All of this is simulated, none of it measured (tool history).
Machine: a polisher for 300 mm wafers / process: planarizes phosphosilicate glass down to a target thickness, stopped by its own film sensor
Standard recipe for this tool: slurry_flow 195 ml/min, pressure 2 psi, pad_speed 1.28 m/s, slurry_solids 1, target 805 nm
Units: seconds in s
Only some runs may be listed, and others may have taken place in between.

run,hour,slurry_flow,pressure,pad_speed,slurry_solids,target,wafers since the last listed run,wafers polished on this pad,hours since the slurry nozzle was cleaned,hours since the head pressure was calibrated,hours since the slurry blender was calibrated,hours since the conditioning disc was replaced,"incoming thickness of the incoming film, nm",seconds
1,0,195,2,1.28,1,805,0,634,221,664.9,29,264.6,1283.3,86.9
2,7.9,195,2,1.38,1,805,46,680,228.9,672.8,36.9,272.5,1293.8,84.9
3,16.4,195,2,1.38,1,805,49,730,237.4,681.3,45.4,281,1280.3,86.1
4,23.5,220,2,1.28,1,805,41,772,244.5,688.4,52.5,288.1,1261.9,84.1
5,36,220,2,1.28,1,805,73,845,257,700.9,65,300.6,1293.7,89.7
6,89,220,2,1.28,1,805,309,1154,310,753.9,118,353.6,1270.4,85.6
# hour 98.9: worn pad replaced by a new one
7,106.5,175,2,1.28,1.2,805,78,44,327.5,771.4,135.5,371.1,1281,79.6
8,119.3,175,2,1.28,1.2,805,74,119,340.3,784.2,148.3,383.9,1308,85.6
9,130.4,195,2,1.28,1,805,64,184,351.4,795.3,159.4,395,1267.4,87.1
10,146.2,195,2,1.28,1,805,92,276,367.2,811.1,175.2,410.8,1277.3,89.9
11,164.2,195,2,1.28,1,805,105,381,385.2,829.1,193.2,428.8,1283.3,89.4
# hour 167.8: conditioning disc replaced and pad reconditioned
12,181.6,165,2,1.28,1,805,90,471,402.6,846.5,210.6,13.8,1282.8,92.2
13,190.8,195,2.4,0.98,0.85,951,53,525,411.8,855.7,219.8,23,1271.3,64.5
14,207.1,195,1.6,1.28,1,655,95,620,428.1,872,236.1,39.3,1288.7,149.3
# hour 214.1: slurry blender recalibrated
15,220.1,195,2,1.38,1,805,64,685,441.1,885,6,52.3,1302.3,88.8
16,227.5,195,1.6,1.28,1,805,43,728,448.5,892.4,13.4,59.7,1268.8,107.4
17,244.8,195,2,1.48,0.8,805,101,829,465.8,909.7,30.7,77,1253,89.9
18,254.5,195,2,1.28,1,805,56,886,475.5,919.4,40.4,86.7,1268,87.3
19,261.7,160,2,1.28,1,805,42,928,482.7,926.6,47.6,93.9,1271,94.8
# hour 264.6: slurry nozzle cleaned
# hour 268.9: head pressure recalibrated
# hour 277.5: worn pad replaced by a new one
20,278,195,2,1.28,1,805,54,2,13.4,9.1,63.9,110.2,1278.3,81.4
21,292.8,195,2,0.94,1,805,86,89,28.2,23.9,78.7,125,1273.3,94.2
22,310.2,195,2.5,1.28,1.2,805,101,190,45.6,41.3,96.1,142.4,1283,58.6
23,318.6,195,2,0.96,0.8,805,49,240,54,49.7,104.5,150.8,1275.8,111.1
24,329.4,195,2.5,1.02,0.75,805,63,303,64.8,60.5,115.3,161.6,1286.8,90.5
25,344.7,195,2,1.28,1,805,89,392,80.1,75.8,130.6,176.9,1261.3,75.7
26,358,195,2,1.64,1,805,77,470,93.4,89.1,143.9,190.2,1285.6,72.8

4 ways to go on from here, each from the tool as it stands after run 26. What would each give?
A,358.4,195,2,1.28,1,805,2,472,93.8,89.5,144.3,190.6,1269.3,?
B,358.4,195,1.5,1.54,1,805,2,472,93.8,89.5,144.3,190.6,1269.3,?
C,358.4,195,2,1.28,1,732,2,472,93.8,89.5,144.3,190.6,1269.3,?
D,358.4,155,2,1.28,1,805,2,472,93.8,89.5,144.3,190.6,1269.3,?

run,seconds
A,77.1
B,91.7
C,89.2
D,79.8
Take away the tool's hidden state, keep each run's random variation, and the runs would have read:
run,seconds
A,76.5
B,91
C,88.5
D,79.2
